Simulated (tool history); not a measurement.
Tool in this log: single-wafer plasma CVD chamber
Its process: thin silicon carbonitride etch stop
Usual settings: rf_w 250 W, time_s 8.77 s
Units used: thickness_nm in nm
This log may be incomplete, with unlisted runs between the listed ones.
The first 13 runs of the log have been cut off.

| run | day | rf_w | time_s | read-back reference wafer on the same gauge, thickness_nm | thickness_nm |
|---|---|---|---|---|---|
|  | 40.042 | RF generator calibrated |
| 14 | 40.446 | 250 | 9.74 | 5.591 | 5.269 |
|  | 42.483 | gauge calibrated |
| 15 | 43.521 | 250 | 8.34 | 5.591 | 4.516 |
| 16 | 46.658 | 215 | 8.36 | 5.591 | 4.353 |
| 17 | 50.325 | 250 | 8.77 | 5.588 | 4.714 |
| 18 | 56.942 | 275 | 9.36 | 5.589 | 5.156 |
| 19 | 58.583 | 270 | 8.77 | 5.591 | 4.829 |
| 20 | 60.921 | 210 | 8.77 | 5.592 | 4.507 |
| 21 | 62.954 | 205 | 7.10 | 5.588 | 3.639 |
| 22 | 64.683 | 290 | 8.77 | 5.590 | 4.878 |
|  | 68.767 | showerhead replaced |
| 23 | 69.042 | 280 | 9.83 | 5.591 | 5.466 |
| 24 | 71.742 | 210 | 8.77 | 5.590 | 4.512 |
| 25 | 74.383 | 205 | 10.32 | 5.591 | 5.287 |
| 26 | 76.583 | 270 | 9.59 | 5.589 | 5.251 |
| 27 | 80.362 | 225 | 10.28 | 5.590 | 5.338 |
| 28 | 82.421 | 225 | 8.77 | 5.589 | 4.574 |
| 29 | 84.262 | 230 | 7.94 | 5.591 | 4.170 |
| 30 | 87.696 | 205 | 9.30 | 5.587 | 4.773 |
| 31 | 90.021 | 250 | 9.74 | 5.588 | 5.214 |
| 32 | 92.733 | 215 | 9.96 | 5.590 | 5.132 |
| 33 | 96.467 | 205 | 10.32 | 5.590 | 5.267 |
| 34 | 98.071 | 210 | 7.92 | 5.587 | 4.037 |
| 35 | 102.458 | 265 | 8.77 | 5.588 | 4.748 |

Each row is a separate what-if for the run after 35, all from the same tool condition, not one after another. Results?
| A | 102.475 | 215 | 8.77 | ? | ? |
| B | 102.475 | 205 | 8.77 | ? | ? |
| C | 102.475 | 295 | 10.01 | ? | ? |
| D | 102.475 | 230 | 8.08 | ? | ? |

| run | read-back reference wafer on the same gauge, thickness_nm | thickness_nm |
|---|---|---|
| A | 5.590 | 4.511 |
| B | 5.590 | 4.461 |
| C | 5.590 | 5.561 |
| D | 5.590 | 4.223 |
Had the tool no hidden state, the same runs would have come out as:
| run | thickness_nm |
|---|---|
| A | 4.587 |
| B | 4.536 |
| C | 5.655 |
| D | 4.295 |
